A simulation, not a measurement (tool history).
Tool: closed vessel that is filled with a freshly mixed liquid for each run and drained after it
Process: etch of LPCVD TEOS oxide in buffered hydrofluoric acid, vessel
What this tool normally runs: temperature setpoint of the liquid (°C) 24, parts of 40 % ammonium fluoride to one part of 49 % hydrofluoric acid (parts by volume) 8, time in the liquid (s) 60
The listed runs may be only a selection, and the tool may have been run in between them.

| run | hour | temperature setpoint of the liquid (°C) | parts of 40 % ammonium fluoride to one part of 49 % hydrofluoric acid (parts by volume) | time in the liquid (s) | wafers since the last listed run | hours since the thermometer was replaced | hours since the hydrofluoric acid flow meter was replaced | hours since the gauge calibration | read-back film thickness of the LPCVD TEOS oxide reference wafer, read on the same gauge (nm) | thickness taken off the LPCVD TEOS oxide on a monitor wafer (Å) |
|---|---|---|---|---|---|---|---|---|---|---|
| 1 | 0 | 24 | 9.5 | 60 | 0 | 575.4 | 1934 | 287.8 | 99.99 | 1158.3 |
| 2 | 70.9 | 24 | 9.5 | 60 | 6139 | 646.3 | 2004.9 | 358.7 | 99.98 | 1122.4 |
| 3 | 126.9 | 24 | 9.5 | 60 | 4849 | 702.3 | 2060.9 | 414.7 | 99.98 | 1139.7 |
| 4 | 193 | 24 | 8 | 60 | 5723 | 768.4 | 2127 | 480.8 | 99.97 | 1315.7 |
| 5 | 239.5 | 24 | 8 | 60 | 4026 | 814.9 | 2173.5 | 527.3 | 100.01 | 1305.2 |
|  | 254 | gauge calibrated |
| 6 | 266.6 | 24 | 8 | 60 | 2346 | 842 | 2200.6 | 12.6 | 100.04 | 1289.9 |
| 7 | 319.1 | 24 | 8 | 60 | 4546 | 894.5 | 2253.1 | 65.1 | 99.98 | 1267.8 |
|  | 334.3 | thermometer replaced |
| 8 | 343.7 | 24 | 8 | 60 | 2043 | 9.4 | 2277.7 | 89.7 | 100 | 1231.1 |
| 9 | 411.1 | 24 | 8 | 60 | 5836 | 76.8 | 2345.1 | 157.1 | 99.97 | 1213.2 |
| 10 | 469.9 | 24 | 8 | 45 | 5091 | 135.6 | 2403.9 | 215.9 | 99.95 | 910.7 |
|  | 472.7 | thermometer replaced, repeated, since the last time left the tool worse |
| 11 | 508.9 | 22.5 | 5.5 | 60 | 3290 | 36.2 | 2442.9 | 254.9 | 100.01 | 1901.1 |

Run 12, settings as shown, results not yet in. Your forecast:
| 12 | 567.1 | 29 | 10 | 60 | 5039 | 94.4 | 2501.1 | 313.1 | ? | ? |

Run 12 came out at read-back film thickness of the LPCVD TEOS oxide reference wafer, read on the same gauge (nm) 99.98, thickness taken off the LPCVD TEOS oxide on a monitor wafer (Å) 1493.8.
With no hidden state in the tool, this same run would have given thickness taken off the LPCVD TEOS oxide on a monitor wafer (Å) 1510.4.
